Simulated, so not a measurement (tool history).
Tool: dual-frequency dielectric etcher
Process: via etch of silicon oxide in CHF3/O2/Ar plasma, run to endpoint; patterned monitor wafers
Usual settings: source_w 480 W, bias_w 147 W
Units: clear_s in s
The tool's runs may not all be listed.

| run | hour | source_w | bias_w | wafers since the last listed run | hours since the last wet clean | hours since the last source power generator calibration | hours since the last bias power generator calibration | hours since the last upper electrode change | incoming incoming film thickness, nm | clear_s |
|---|---|---|---|---|---|---|---|---|---|---|
| 1 | 0 | 480 | 147 | 0 | 496 | 2159.1 | 3140.6 | 3586.7 | 695 | 439.9 |
| 2 | 11.9 | 480 | 147 | 59 | 507.9 | 2171 | 3152.5 | 3598.6 | 700.5 | 439.8 |
| 3 | 29 | 480 | 147 | 85 | 525 | 2188.1 | 3169.6 | 3615.7 | 702.8 | 441.7 |
| 4 | 41.3 | 480 | 147 | 61 | 537.3 | 2200.4 | 3181.9 | 3628 | 704.2 | 445.7 |
| 5 | 57.5 | 550 | 159 | 80 | 553.5 | 2216.6 | 3198.1 | 3644.2 | 699.2 | 395.7 |
| 6 | 63.8 | 480 | 147 | 31 | 559.8 | 2222.9 | 3204.4 | 3650.5 | 700.6 | 444.6 |
| 7 | 73.9 | 450 | 155 | 50 | 569.9 | 2233 | 3214.5 | 3660.6 | 706.2 | 449.8 |
|  | 78.6 | bias power generator calibrated |
|  | 100.1 | upper electrode replaced, of another model than before |
| 8 | 100.6 | 390 | 172 | 5 | 596.6 | 2259.7 | 22 | 0.5 | 696.3 | 418.9 |
| 9 | 101 | 480 | 147 | 1 | 597 | 2260.1 | 22.4 | 0.9 | 706.2 | 449.2 |
|  | 124 | source power generator calibrated |
|  | 126.3 | wet clean of the chamber |
| 10 | 126.8 | 400 | 122 | 97 | 0.5 | 2.8 | 48.2 | 26.7 | 703.5 | 553.5 |
| 11 | 127.2 | 480 | 171 | 1 | 0.9 | 3.2 | 48.6 | 27.1 | 709.9 | 378.9 |
| 12 | 135 | 560 | 116 | 38 | 8.7 | 11 | 56.4 | 34.9 | 699.8 | 513 |
| 13 | 148.8 | 520 | 147 | 68 | 22.5 | 24.8 | 70.2 | 48.7 | 702.1 | 413.5 |
| 14 | 159.6 | 480 | 147 | 53 | 33.3 | 35.6 | 81 | 59.5 | 697.3 | 421.3 |

Some steps in clear_s between neighbouring runs. How much of each would the tool show without its hidden state too (settings, what came in, random variation), and how much is left for the hidden state, with any gauge scatter that isn't in both results?
The hidden state here: etch rate over this chamber's usual, %; source power that arrives over what is set, %; bias power that arrives over what is set, %.
Run 9 -> 10: source_w 480 -> 400, bias_w 147 -> 122, source power generator calibrated, wet clean of the chamber. clear_s +104.3 s: hidden state -21.4, all else +125.7.
Run 10 -> 11: source_w 400 -> 480, bias_w 122 -> 171. clear_s -174.6 s: hidden state -1, all else -173.6.
